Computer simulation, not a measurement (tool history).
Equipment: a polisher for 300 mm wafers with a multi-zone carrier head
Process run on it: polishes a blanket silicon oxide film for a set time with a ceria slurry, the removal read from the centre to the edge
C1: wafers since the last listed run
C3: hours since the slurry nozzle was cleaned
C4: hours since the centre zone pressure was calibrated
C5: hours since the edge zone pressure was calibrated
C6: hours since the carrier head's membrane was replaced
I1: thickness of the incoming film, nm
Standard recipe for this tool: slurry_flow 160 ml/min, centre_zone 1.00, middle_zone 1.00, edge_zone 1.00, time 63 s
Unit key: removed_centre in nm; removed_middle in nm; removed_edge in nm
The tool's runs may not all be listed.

run 1 day=0.000 | slurry_flow=160 centre_zone=1.00 middle_zone=1.00 edge_zone=1.00 time=63 | C1=0 wafers_polished_on_this_pad=990 C3=704.6 C4=962.0 C5=147.2 C6=522.8 | I1=1836.5 | removed_centre=310.9 removed_middle=314.1 removed_edge=314.5
run 2 day=1.412 | slurry_flow=160 centre_zone=1.00 middle_zone=1.09 edge_zone=1.00 time=84 | C1=328 wafers_polished_on_this_pad=1319 C3=738.5 C4=995.9 C5=181.1 C6=556.7 | I1=1880.5 | removed_centre=416.7 removed_middle=444.6 removed_edge=419.8
-- day=2.533 slurry nozzle cleaned
run 3 day=2.796 | slurry_flow=160 centre_zone=1.07 middle_zone=0.89 edge_zone=1.00 time=41 | C1=312 wafers_polished_on_this_pad=1631 C3=6.3 C4=1029.1 C5=214.3 C6=589.9 | I1=1881.7 | removed_centre=217.0 removed_middle=188.1 removed_edge=197.5
run 4 day=4.058 | slurry_flow=185 centre_zone=1.00 middle_zone=1.10 edge_zone=1.10 time=79 | C1=293 wafers_polished_on_this_pad=1925 C3=36.6 C4=1059.4 C5=244.6 C6=620.2 | I1=1887.6 | removed_centre=400.6 removed_middle=430.9 removed_edge=411.3
-- day=4.350 worn pad replaced by a new one
run 5 day=4.729 | slurry_flow=160 centre_zone=1.00 middle_zone=1.00 edge_zone=1.00 time=63 | C1=117 wafers_polished_on_this_pad=88 C3=52.7 C4=1075.5 C5=260.7 C6=636.3 | I1=1868.7 | removed_centre=316.7 removed_middle=320.8 removed_edge=322.9
-- day=5.154 centre zone pressure recalibrated
run 6 day=6.046 | slurry_flow=160 centre_zone=1.00 middle_zone=1.00 edge_zone=1.00 time=63 | C1=286 wafers_polished_on_this_pad=375 C3=84.3 C4=21.4 C5=292.3 C6=667.9 | I1=1908.7 | removed_centre=313.7 removed_middle=322.7 removed_edge=317.2
run 7 day=7.438 | slurry_flow=160 centre_zone=1.03 middle_zone=1.09 edge_zone=1.00 time=63 | C1=323 wafers_polished_on_this_pad=698 C3=117.7 C4=54.8 C5=325.7 C6=701.3 | I1=1873.1 | removed_centre=319.5 removed_middle=335.3 removed_edge=315.0
run 8 day=8.596 | slurry_flow=160 centre_zone=1.00 middle_zone=1.00 edge_zone=1.00 time=63 | C1=269 wafers_polished_on_this_pad=968 C3=145.5 C4=82.6 C5=353.5 C6=729.1 | I1=1876.8 | removed_centre=312.9 removed_middle=320.0 removed_edge=309.8
run 9 day=9.929 | slurry_flow=160 centre_zone=1.00 middle_zone=1.07 edge_zone=0.95 time=82 | C1=310 wafers_polished_on_this_pad=1278 C3=177.5 C4=114.6 C5=385.5 C6=761.1 | I1=1883.3 | removed_centre=405.6 removed_middle=428.2 removed_edge=398.9
-- day=10.704 carrier head's membrane replaced by a new one
run 10 day=11.233 | slurry_flow=160 centre_zone=1.04 middle_zone=1.00 edge_zone=1.00 time=63 | C1=254 wafers_polished_on_this_pad=1533 C3=208.8 C4=145.9 C5=416.8 C6=12.7 | I1=1885.3 | removed_centre=329.0 removed_middle=314.3 removed_edge=313.5
run 11 day=12.058 | slurry_flow=160 centre_zone=1.00 middle_zone=1.12 edge_zone=1.00 time=63 | C1=191 wafers_polished_on_this_pad=1725 C3=228.6 C4=165.7 C5=436.6 C6=32.5 | I1=1852.8 | removed_centre=314.2 removed_middle=340.5 removed_edge=312.0
-- day=12.900 worn pad replaced by a new one
run 12 day=12.979 | slurry_flow=160 centre_zone=0.88 middle_zone=0.96 edge_zone=1.00 time=80 | C1=175 wafers_polished_on_this_pad=18 C3=250.7 C4=187.8 C5=458.7 C6=54.6 | I1=1865.0 | removed_centre=355.6 removed_middle=397.8 removed_edge=406.6
run 13 day=14.325 | slurry_flow=160 centre_zone=1.06 middle_zone=1.00 edge_zone=0.89 time=63 | C1=313 wafers_polished_on_this_pad=331 C3=283.0 C4=220.1 C5=491.0 C6=86.9 | I1=1913.6 | removed_centre=331.7 removed_middle=317.0 removed_edge=296.8
run 14 day=15.683 | slurry_flow=160 centre_zone=1.00 middle_zone=1.00 edge_zone=1.00 time=63 | C1=316 wafers_polished_on_this_pad=647 C3=315.6 C4=252.7 C5=523.6 C6=119.5 | I1=1908.2 | removed_centre=311.9 removed_middle=316.6 removed_edge=312.5
run 15 day=16.196 | slurry_flow=110 centre_zone=1.10 middle_zone=1.00 edge_zone=0.91 time=48 | C1=119 wafers_polished_on_this_pad=767 C3=327.9 C4=265.0 C5=535.9 C6=131.8 | I1=1889.6 | removed_centre=247.0 removed_middle=229.4 removed_edge=220.4
run 16 day=17.058 | slurry_flow=160 centre_zone=0.96 middle_zone=1.00 edge_zone=1.00 time=63 | C1=200 wafers_polished_on_this_pad=967 C3=348.6 C4=285.7 C5=556.6 C6=152.5 | I1=1904.6 | removed_centre=299.2 removed_middle=316.8 removed_edge=313.0
run 17 day=17.838 | slurry_flow=160 centre_zone=1.10 middle_zone=1.00 edge_zone=1.00 time=63 | C1=181 wafers_polished_on_this_pad=1149 C3=367.3 C4=304.4 C5=575.3 C6=171.2 | I1=1904.0 | removed_centre=345.2 removed_middle=317.1 removed_edge=313.0
run 18 day=18.779 | slurry_flow=210 centre_zone=1.05 middle_zone=1.00 edge_zone=1.00 time=63 | C1=219 wafers_polished_on_this_pad=1368 C3=389.9 C4=327.0 C5=597.9 C6=193.8 | I1=1857.3 | removed_centre=342.2 removed_middle=320.6 removed_edge=314.2
run 19 day=19.525 | slurry_flow=160 centre_zone=1.00 middle_zone=1.05 edge_zone=1.00 time=63 | C1=173 wafers_polished_on_this_pad=1541 C3=407.8 C4=344.9 C5=615.8 C6=211.7 | I1=1856.9 | removed_centre=308.6 removed_middle=326.2 removed_edge=312.8
-- day=19.825 edge zone pressure recalibrated
run 20 day=20.304 | slurry_flow=130 centre_zone=1.00 middle_zone=1.00 edge_zone=1.00 time=63 | C1=161 wafers_polished_on_this_pad=1703 C3=426.5 C4=363.6 C5=11.5 C6=230.4 | I1=1901.5 | removed_centre=300.1 removed_middle=303.7 removed_edge=305.6
run 21 day=21.633 | slurry_flow=160 centre_zone=1.06 middle_zone=0.91 edge_zone=1.00 time=63 | C1=309 wafers_polished_on_this_pad=2012 C3=458.4 C4=395.5 C5=43.4 C6=262.3 | I1=1899.3 | removed_centre=331.4 removed_middle=291.6 removed_edge=309.3
-- day=22.833 worn pad replaced by a new one
run 22 day=22.854 | slurry_flow=145 centre_zone=1.03 middle_zone=1.09 edge_zone=1.00 time=76 | C1=245 wafers_polished_on_this_pad=4 C3=487.7 C4=424.8 C5=72.7 C6=291.6 | I1=1862.1 | removed_centre=391.4 removed_middle=408.7 removed_edge=384.6

Consider 4 possible next runs. They are alternatives, not a sequence: every one starts from the tool as it was left by run 22. What does each give?
run A day=22.871 | slurry_flow=160 centre_zone=1.00 middle_zone=1.00 edge_zone=1.06 time=63 | C1=3 wafers_polished_on_this_pad=8 C3=488.1 C4=425.2 C5=73.1 C6=292.0 | I1=1910.5 | removed_centre=? removed_middle=? removed_edge=?
run B day=22.871 | slurry_flow=190 centre_zone=1.00 middle_zone=1.00 edge_zone=1.00 time=63 | C1=3 wafers_polished_on_this_pad=8 C3=488.1 C4=425.2 C5=73.1 C6=292.0 | I1=1910.5 | removed_centre=? removed_middle=? removed_edge=?
run C day=22.871 | slurry_flow=160 centre_zone=1.10 middle_zone=1.07 edge_zone=0.91 time=55 | C1=3 wafers_polished_on_this_pad=8 C3=488.1 C4=425.2 C5=73.1 C6=292.0 | I1=1910.5 | removed_centre=? removed_middle=? removed_edge=?
run D day=22.871 | slurry_flow=140 centre_zone=1.10 middle_zone=1.00 edge_zone=1.00 time=63 | C1=3 wafers_polished_on_this_pad=8 C3=488.1 C4=425.2 C5=73.1 C6=292.0 | I1=1910.5 | removed_centre=? removed_middle=? removed_edge=?

run=A removed_centre=318.6 removed_middle=321.4 removed_edge=322.3
run=B removed_centre=327.2 removed_middle=329.2 removed_edge=318.7
run=C removed_centre=306.3 removed_middle=295.1 removed_edge=261.3
run=D removed_centre=342.8 removed_middle=314.8 removed_edge=308.7
With no hidden state in the tool, these same runs would have given:
run=A removed_centre=320.1 removed_middle=322.9 removed_edge=323.8
run=B removed_centre=328.7 removed_middle=330.7 removed_edge=320.2
run=C removed_centre=307.7 removed_middle=296.5 removed_edge=262.5
run=D removed_centre=344.4 removed_middle=316.3 removed_edge=310.1

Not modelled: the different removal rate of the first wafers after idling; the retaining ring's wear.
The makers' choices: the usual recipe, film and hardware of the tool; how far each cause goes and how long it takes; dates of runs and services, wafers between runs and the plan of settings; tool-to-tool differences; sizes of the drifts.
